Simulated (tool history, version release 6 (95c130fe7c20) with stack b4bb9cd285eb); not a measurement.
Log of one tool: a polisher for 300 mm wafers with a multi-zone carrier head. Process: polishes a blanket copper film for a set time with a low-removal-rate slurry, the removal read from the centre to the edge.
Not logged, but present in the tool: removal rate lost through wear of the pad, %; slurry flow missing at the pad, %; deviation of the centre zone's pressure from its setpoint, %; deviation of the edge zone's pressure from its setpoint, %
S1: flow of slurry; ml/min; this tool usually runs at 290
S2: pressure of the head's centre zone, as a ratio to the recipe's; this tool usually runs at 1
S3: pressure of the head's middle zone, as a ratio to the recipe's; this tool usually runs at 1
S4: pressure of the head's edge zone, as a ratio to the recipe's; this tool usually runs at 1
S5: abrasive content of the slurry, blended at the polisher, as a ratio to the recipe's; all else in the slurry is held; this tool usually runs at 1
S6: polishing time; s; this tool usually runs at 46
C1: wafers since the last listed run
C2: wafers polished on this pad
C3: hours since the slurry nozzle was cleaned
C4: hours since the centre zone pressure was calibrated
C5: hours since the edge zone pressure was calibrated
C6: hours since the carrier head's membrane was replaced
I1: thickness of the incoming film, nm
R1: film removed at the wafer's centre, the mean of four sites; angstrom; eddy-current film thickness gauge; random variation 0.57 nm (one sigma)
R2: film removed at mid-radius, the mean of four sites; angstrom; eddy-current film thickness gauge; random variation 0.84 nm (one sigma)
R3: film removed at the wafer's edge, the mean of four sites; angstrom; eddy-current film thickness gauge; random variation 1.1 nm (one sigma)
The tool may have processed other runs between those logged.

| run | hour | S1 | S2 | S3 | S4 | S5 | S6 | C1 | C2 | C3 | C4 | C5 | C6 | I1 | R1 | R2 | R3 |
|---|---|---|---|---|---|---|---|---|---|---|---|---|---|---|---|---|---|
| 1 | 0 | 290 | 1 | 1 | 1 | 1 | 46 | 0 | 155 | 471.3 | 562.3 | 242.3 | 260.8 | 1571.5 | 912 | 872 | 861 |
| 2 | 8.3 | 290 | 1 | 1 | 1 | 1 | 46 | 67 | 222 | 479.6 | 570.6 | 250.6 | 269.1 | 1535 | 907 | 866 | 878 |
| 3 | 25.3 | 290 | 1 | 1 | 1 | 1 | 46 | 137 | 360 | 496.6 | 587.6 | 267.6 | 286.1 | 1566.9 | 904 | 852 | 835 |
| 4 | 34.8 | 290 | 1 | 0.93 | 1 | 1 | 46 | 76 | 437 | 506.1 | 597.1 | 277.1 | 295.6 | 1545 | 905 | 829 | 857 |
| 5 | 51.9 | 290 | 1 | 1 | 1 | 0.9 | 58 | 138 | 575 | 523.2 | 614.2 | 294.2 | 312.7 | 1544.1 | 1130 | 1067 | 1042 |
| 6 | 77.2 | 290 | 1 | 1 | 1 | 0.9 | 58 | 204 | 780 | 548.5 | 639.5 | 319.5 | 338 | 1563.6 | 1130 | 1061 | 1053 |
| 7 | 88.2 | 290 | 1 | 1 | 1 | 0.9 | 58 | 89 | 869 | 559.5 | 650.5 | 330.5 | 349 | 1517.9 | 1126 | 1069 | 1055 |
|  | 107.1 | worn pad replaced by a new one |
| 8 | 107.6 | 290 | 1 | 1.03 | 1 | 1.2 | 46 | 124 | 4 | 578.9 | 669.9 | 349.9 | 368.4 | 1570.5 | 981 | 943 | 916 |
| 9 | 113.9 | 290 | 1 | 1.03 | 1 | 1.2 | 46 | 50 | 55 | 585.2 | 676.2 | 356.2 | 374.7 | 1564.4 | 981 | 955 | 917 |
| 10 | 131.6 | 290 | 1 | 1 | 0.96 | 0.8 | 46 | 143 | 198 | 602.9 | 693.9 | 373.9 | 392.4 | 1549.5 | 899 | 851 | 821 |
| 11 | 137.9 | 290 | 1 | 1.05 | 1.03 | 1 | 46 | 50 | 249 | 609.2 | 700.2 | 380.2 | 398.7 | 1575.2 | 927 | 914 | 873 |
| 12 | 146.3 | 240 | 1.05 | 1 | 1 | 1 | 56 | 67 | 317 | 617.6 | 708.6 | 388.6 | 407.1 | 1564.5 | 1124 | 1034 | 1045 |
| 13 | 158.1 | 290 | 1 | 1 | 1 | 1 | 46 | 95 | 413 | 629.4 | 720.4 | 400.4 | 418.9 | 1552.6 | 921 | 865 | 859 |
|  | 163.9 | slurry nozzle cleaned |
|  | 165.5 | edge zone pressure recalibrated |
| 14 | 166 | 290 | 1 | 1 | 1 | 1 | 46 | 43 | 456 | 2.1 | 728.3 | 0.5 | 426.8 | 1578.3 | 920 | 872 | 868 |
|  | 180.2 | centre zone pressure recalibrated |
| 15 | 181.7 | 290 | 1 | 1 | 1 | 1 | 46 | 110 | 566 | 17.8 | 1.5 | 16.2 | 442.5 | 1535.7 | 872 | 848 | 844 |
| 16 | 188 | 290 | 0.91 | 1.03 | 0.93 | 1 | 46 | 50 | 617 | 24.1 | 7.8 | 22.5 | 448.8 | 1531.2 | 811 | 877 | 833 |
|  | 193.6 | carrier head's membrane replaced by a new one |
| 17 | 197.6 | 290 | 0.92 | 1 | 1 | 1.15 | 46 | 37 | 655 | 33.7 | 17.4 | 32.1 | 4 | 1572 | 830 | 892 | 895 |
|  | 208.6 | worn pad replaced by a new one |
| 18 | 210.7 | 290 | 1 | 0.96 | 1.06 | 1 | 54 | 73 | 16 | 46.8 | 30.5 | 45.2 | 17.1 | 1528.1 | 1049 | 1030 | 1115 |
| 19 | 218.3 | 290 | 1 | 1 | 1 | 1.1 | 46 | 61 | 78 | 54.4 | 38.1 | 52.8 | 24.7 | 1563.6 | 899 | 917 | 890 |
| 20 | 234.1 | 335 | 1 | 1 | 1.04 | 1.3 | 46 | 127 | 205 | 70.2 | 53.9 | 68.6 | 40.5 | 1570.9 | 941 | 940 | 952 |
| 21 | 253.1 | 290 | 1 | 1.09 | 0.93 | 1.2 | 46 | 153 | 359 | 89.2 | 72.9 | 87.6 | 59.5 | 1546.3 | 899 | 950 | 863 |
| 22 | 265 | 290 | 1 | 1 | 1.07 | 1 | 46 | 96 | 456 | 101.1 | 84.8 | 99.5 | 71.4 | 1562.8 | 878 | 869 | 885 |

Describe how what the log doesn't record of the tool's condition differs between the last listed run preceding each entry between runs and the first listed run following it.
Run 7 -> run 8: worn pad replaced by a new one (hour 107.1)
  removal rate lost through wear of the pad, %: 5.25 -> 0.525; deviation of the centre zone's pressure from its setpoint, %: 11.2 -> 11.5
  difference, measured minus the result without the unlogged condition, R1: +7 -> +54 angstrom; R2: -59 -> -6 angstrom; R3: -58 -> -5 angstrom
Run 13 -> run 14: slurry nozzle cleaned (hour 163.9); edge zone pressure recalibrated (hour 165.5)
  removal rate lost through wear of the pad, %: 3.92 -> 4.15; deviation of the centre zone's pressure from its setpoint, %: 12.4 -> 12.6
  difference, measured minus the result without the unlogged condition, R1: +24 -> +23 angstrom; R2: -36 -> -38 angstrom; R3: -35 -> -37 angstrom
Run 14 -> run 15: centre zone pressure recalibrated (hour 180.2)
  removal rate lost through wear of the pad, %: 4.15 -> 4.5; deviation of the centre zone's pressure from its setpoint, %: 12.6 -> 0.233
  difference, measured minus the result without the unlogged condition, R1: +23 -> -40 angstrom; R2: -38 -> -40 angstrom; R3: -37 -> -40 angstrom
Run 16 -> run 17: carrier head's membrane replaced by a new one (hour 193.6)
  removal rate lost through wear of the pad, %: 4.6 -> 4.73; deviation of the centre zone's pressure from its setpoint, %: 0.342 -> 0.509
  difference, measured minus the result without the unlogged condition, R1: -38 -> -38 angstrom; R2: -42 -> -44 angstrom; R3: -40 -> -45 angstrom
Run 17 -> run 18: worn pad replaced by a new one (hour 208.6)
  removal rate lost through wear of the pad, %: 4.73 -> 0.25; deviation of the centre zone's pressure from its setpoint, %: 0.509 -> 0.737
  difference, measured minus the result without the unlogged condition, R1: -38 -> +1 angstrom; R2: -44 -> -2 angstrom; R3: -45 -> -3 angstrom

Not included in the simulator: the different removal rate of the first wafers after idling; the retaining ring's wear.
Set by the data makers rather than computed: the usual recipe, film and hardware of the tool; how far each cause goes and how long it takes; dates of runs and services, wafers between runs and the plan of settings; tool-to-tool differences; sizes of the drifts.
